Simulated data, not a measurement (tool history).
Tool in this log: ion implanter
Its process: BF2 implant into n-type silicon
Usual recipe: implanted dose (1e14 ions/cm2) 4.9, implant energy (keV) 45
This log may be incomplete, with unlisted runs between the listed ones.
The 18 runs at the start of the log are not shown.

run    hour  implanted dose (1e14 ions/cm2)  implant energy (keV)  wafers since the last listed run  hours since the last dose calibration  hours since the extraction supply was calibrated  hours since the gauge calibration  read-back reference wafer on the same gauge, sheet resistance  sheet resistance of the implanted and annealed layer (ohm/square)
 19   885.5                             4.9                    38                               599                                  502.9                                             207.2                                230                                                         195.94                                                             248.97
 20   914.2                            5.32                  31.5                               382                                  531.6                                             235.9                              258.7                                                         196.16                                                             240.76
 21   984.6                            5.86                    36                               937                                    602                                             306.3                              329.1                                                         195.92                                                             215.42
 22  1009.3                            6.17                  38.5                               328                                  626.7                                               331                              353.8                                                         195.72                                                             205.12
 23  1047.1                             4.9                    30                               503                                  664.5                                             368.8                              391.6                                                         196.04                                                             255.48
     1067.9  -- Faraday cup replaced and dose calibrated
 24    1114                            3.95                    50                               784                                   46.1                                             435.7                              458.5                                                          196.1                                                             293.69
 25    1145                            5.45                  34.5                               412                                   77.1                                             466.7                              489.5                                                         196.29                                                             234.06
 26  1200.6                             4.9                    49                               740                                  132.7                                             522.3                              545.1                                                         196.36                                                             242.76
 27    1264                            5.64                    36                               844                                  196.1                                             585.7                              608.5                                                          196.2                                                             225.21
 28  1294.9                             4.9                    45                               411                                    227                                             616.6                              639.4                                                         195.89                                                             244.65
 29  1366.2                             4.9                    45                               949                                  298.3                                             687.9                              710.7                                                         196.01                                                             243.76
 30    1428                            3.81                  50.5                               822                                  360.1                                             749.7                              772.5                                                         196.18                                                             304.23
 31  1498.7                            5.95                    35                               941                                  430.8                                             820.4                              843.2                                                         196.08                                                             218.05
 32  1565.8                            3.61                    51                               893                                  497.9                                             887.5                              910.3                                                         195.94                                                             312.85
 33  1598.2                            6.03                  57.5                               431                                  530.3                                             919.9                              942.7                                                         196.04                                                             198.11
 34    1633                            3.93                  35.5                               463                                  565.1                                             954.7                              977.5                                                         195.91                                                             299.56

Here are 4 independent what-if runs from the current tool condition. What would each one return?
  A  1633.4                             4.9                    45                                 5                                  565.5                                             955.1                              977.9                                                              ?                                                                  ?
  B  1633.4                            6.07                    37                                 5                                  565.5                                             955.1                              977.9                                                              ?                                                                  ?
  C  1633.4                            3.89                    39                                 5                                  565.5                                             955.1                              977.9                                                              ?                                                                  ?
  D  1633.4                            5.89                  53.5                                 5                                  565.5                                             955.1                              977.9                                                              ?                                                                  ?

run  read-back reference wafer on the same gauge, sheet resistance  sheet resistance of the implanted and annealed layer (ohm/square)
  A                                                         195.87                                                             239.43
  B                                                         195.87                                                             210.12
  C                                                         195.87                                                             299.45
  D                                                         195.87                                                                202
Stripped of hidden state, with their random variation kept, the same runs would have yielded:
run  sheet resistance of the implanted and annealed layer (ohm/square)
  A                                                             244.58
  B                                                             213.55
  C                                                             306.18
  D                                                             206.02
